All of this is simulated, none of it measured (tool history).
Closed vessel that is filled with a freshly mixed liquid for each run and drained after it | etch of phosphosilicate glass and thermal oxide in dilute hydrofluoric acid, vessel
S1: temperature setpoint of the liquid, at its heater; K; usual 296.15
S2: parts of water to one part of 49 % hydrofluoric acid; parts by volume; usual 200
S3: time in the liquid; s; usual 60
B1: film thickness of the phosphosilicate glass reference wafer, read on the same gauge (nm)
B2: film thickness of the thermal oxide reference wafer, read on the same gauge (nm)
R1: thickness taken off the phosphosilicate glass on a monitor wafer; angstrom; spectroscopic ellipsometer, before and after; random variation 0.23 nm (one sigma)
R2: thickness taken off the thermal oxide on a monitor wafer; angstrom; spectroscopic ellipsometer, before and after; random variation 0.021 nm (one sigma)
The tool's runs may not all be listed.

{"run": 1, "hour": 0.0, "S1": 296.15, "S2": 200, "S3": 60, "B1": 50.02, "B2": 140.022, "R1": 322.7, "R2": 12.74}
{"run": 2, "hour": 32.5, "S1": 296.15, "S2": 200, "S3": 60, "B1": 49.97, "B2": 139.987, "R1": 326.1, "R2": 12.71}
{"run": 3, "hour": 44.6, "S1": 296.15, "S2": 200, "S3": 60, "B1": 50.01, "B2": 139.998, "R1": 326.3, "R2": 12.33}
{"run": 4, "hour": 60.0, "S1": 296.15, "S2": 200, "S3": 60, "B1": 50.0, "B2": 140.001, "R1": 328.9, "R2": 12.25}
{"run": 5, "hour": 77.6, "S1": 299.65, "S2": 200, "S3": 60, "B1": 50.03, "B2": 139.995, "R1": 371.0, "R2": 14.33}
{"run": 6, "hour": 113.5, "S1": 299.65, "S2": 200, "S3": 60, "B1": 49.98, "B2": 139.949, "R1": 369.7, "R2": 14.36}
{"run": 7, "hour": 145.1, "S1": 296.15, "S2": 200, "S3": 60, "B1": 49.98, "B2": 139.994, "R1": 325.9, "R2": 12.56}
{"run": 8, "hour": 179.9, "S1": 296.15, "S2": 200, "S3": 60, "B1": 50.03, "B2": 140.008, "R1": 327.6, "R2": 12.36}
{"run": 9, "hour": 194.2, "S1": 295.15, "S2": 200, "S3": 60, "B1": 49.98, "B2": 140.011, "R1": 317.0, "R2": 11.58}
{"run": 10, "hour": 227.0, "S1": 295.15, "S2": 200, "S3": 60, "B1": 50.0, "B2": 140.06, "R1": 311.4, "R2": 11.79}
{"run": 11, "hour": 260.1, "S1": 296.15, "S2": 200, "S3": 60, "B1": 49.98, "B2": 139.998, "R1": 326.0, "R2": 12.6}
{"run": 12, "hour": 305.0, "S1": 296.15, "S2": 200, "S3": 60, "B1": 49.99, "B2": 140.012, "R1": 331.4, "R2": 12.43}
{"run": 13, "hour": 321.2, "S1": 296.15, "S2": 200, "S3": 60, "B1": 50.05, "B2": 139.987, "R1": 327.7, "R2": 12.45}
{"run": 14, "hour": 339.5, "S1": 300.15, "S2": 290, "S3": 90, "B1": 49.95, "B2": 140.019, "R1": 354.8, "R2": 13.72}
{"run": 15, "hour": 373.0, "S1": 296.15, "S2": 110, "S3": 60, "B1": 50.0, "B2": 139.994, "R1": 662.8, "R2": 24.77}
{"run": 16, "hour": 387.7, "S1": 296.15, "S2": 145, "S3": 60, "B1": 50.03, "B2": 140.023, "R1": 476.9, "R2": 18.08}
{"run": 17, "hour": 404.5, "S1": 296.15, "S2": 140, "S3": 60, "B1": 50.04, "B2": 140.0, "R1": 506.8, "R2": 19.16}
{"run": 18, "hour": 422.6, "S1": 300.15, "S2": 110, "S3": 45, "B1": 50.01, "B2": 139.967, "R1": 573.0, "R2": 22.62}
{"run": 19, "hour": 448.6, "S1": 296.15, "S2": 285, "S3": 40, "B1": 49.98, "B2": 140.002, "R1": 140.4, "R2": 5.28}
{"run": 20, "hour": 476.3, "S1": 300.65, "S2": 295, "S3": 85, "B1": 50.01, "B2": 139.994, "R1": 334.8, "R2": 12.45}
{"run": 21, "hour": 511.6, "S1": 294.65, "S2": 170, "S3": 40, "B1": 49.98, "B2": 140.008, "R1": 253.0, "R2": 9.66}
{"run": 22, "hour": 533.8, "S1": 296.15, "S2": 200, "S3": 60, "B1": 50.01, "B2": 140.012, "R1": 329.0, "R2": 12.24}
{"run": 23, "hour": 557.4, "S1": 296.15, "S2": 165, "S3": 60, "B1": 49.99, "B2": 139.999, "R1": 412.3, "R2": 15.65}
{"run": 24, "hour": 577.0, "S1": 293.15, "S2": 245, "S3": 75, "B1": 50.02, "B2": 140.01, "R1": 284.0, "R2": 10.91}
{"run": 25, "hour": 602.6, "S1": 296.15, "S2": 200, "S3": 60, "B1": 49.98, "B2": 139.992, "R1": 320.8, "R2": 12.2}

Not shown: 3 entries that the log had between the listed runs. Between which runs, and how does the tool's hidden state differ before and after?
Between runs 8 and 9: hydrofluoric acid flow meter replaced (hour 188.3)
  no hidden state differs between the two runs
Between runs 13 and 14: thermometer replaced (hour 339.0)
  no hidden state differs between the two runs
Between runs 18 and 19: gauge calibrated (hour 433.4)
  no hidden state differs between the two runs
